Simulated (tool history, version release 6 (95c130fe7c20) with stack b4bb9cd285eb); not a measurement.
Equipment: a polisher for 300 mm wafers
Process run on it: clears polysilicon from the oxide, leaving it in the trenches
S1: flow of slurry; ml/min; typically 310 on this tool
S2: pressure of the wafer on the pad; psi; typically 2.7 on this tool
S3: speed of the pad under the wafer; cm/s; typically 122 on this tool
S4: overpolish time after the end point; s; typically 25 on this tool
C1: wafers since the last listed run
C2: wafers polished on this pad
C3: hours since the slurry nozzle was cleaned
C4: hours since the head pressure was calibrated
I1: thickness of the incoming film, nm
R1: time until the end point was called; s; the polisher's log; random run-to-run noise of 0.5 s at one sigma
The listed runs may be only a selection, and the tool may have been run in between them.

run 1 hour=0 | S1=310 S2=2.7 S3=122 S4=25 | C1=0 C2=552 C3=255 C4=1119.6 | I1=584.8 | R1=32.8
run 2 hour=8.5 | S1=310 S2=2.7 S3=122 S4=25 | C1=56 C2=609 C3=263.5 C4=1128.1 | I1=601.8 | R1=34.3
run 3 hour=23.4 | S1=310 S2=2.7 S3=122 S4=25 | C1=99 C2=709 C3=278.4 C4=1143 | I1=585.6 | R1=32.5
run 4 hour=30 | S1=370 S2=2.7 S3=122 S4=18 | C1=44 C2=753 C3=285 C4=1149.6 | I1=591.1 | R1=33
run 5 hour=41.9 | S1=310 S2=2.7 S3=122 S4=25 | C1=79 C2=832 C3=296.9 C4=1161.5 | I1=578.7 | R1=33.3
run 6 hour=55.3 | S1=310 S2=2.7 S3=122 S4=25 | C1=89 C2=922 C3=310.3 C4=1174.9 | I1=582.1 | R1=33.7
run 7 hour=64.4 | S1=310 S2=2.7 S3=122 S4=25 | C1=60 C2=983 C3=319.4 C4=1184 | I1=594.5 | R1=35.4
run 8 hour=74.2 | S1=230 S2=2.7 S3=122 S4=25 | C1=65 C2=1049 C3=329.2 C4=1193.8 | I1=583.2 | R1=35.8
-- hour=83.1 worn pad replaced by a new one
run 9 hour=83.6 | S1=310 S2=2.7 S3=122 S4=25 | C1=36 C2=3 C3=338.6 C4=1203.2 | I1=591.1 | R1=35.6
run 10 hour=101 | S1=310 S2=2.7 S3=122 S4=25 | C1=116 C2=119 C3=356 C4=1220.6 | I1=594.6 | R1=36
run 11 hour=111.7 | S1=310 S2=2.7 S3=122 S4=25 | C1=71 C2=191 C3=366.7 C4=1231.3 | I1=588.6 | R1=35.5
run 12 hour=121.1 | S1=310 S2=2.7 S3=122 S4=25 | C1=62 C2=254 C3=376.1 C4=1240.7 | I1=592.7 | R1=35.5
-- hour=126.3 slurry nozzle cleaned
run 13 hour=129.7 | S1=310 S2=2.7 S3=122 S4=25 | C1=50 C2=304 C3=3.4 C4=1249.3 | I1=587.5 | R1=32.6
run 14 hour=145.6 | S1=310 S2=2.7 S3=122 S4=25 | C1=106 C2=411 C3=19.3 C4=1265.2 | I1=593.8 | R1=32.1
run 15 hour=157.3 | S1=370 S2=2.7 S3=110 S4=25 | C1=78 C2=489 C3=31 C4=1276.9 | I1=602 | R1=34.9
run 16 hour=171.1 | S1=270 S2=3.3 S3=122 S4=11 | C1=92 C2=581 C3=44.8 C4=1290.7 | I1=594.5 | R1=27.2

The next listed run, before its measurement:
-- hour=178.1 head pressure recalibrated
run 17 hour=183.6 | S1=230 S2=2.7 S3=136 S4=25 | C1=70 C2=652 C3=57.3 C4=5.5 | I1=581.9 | R1=?

Run 17 produced R1 30.4 s.
Take away the tool's hidden state, keep the run-to-run variation as it was, and the same run would have given R1 30.3 s.
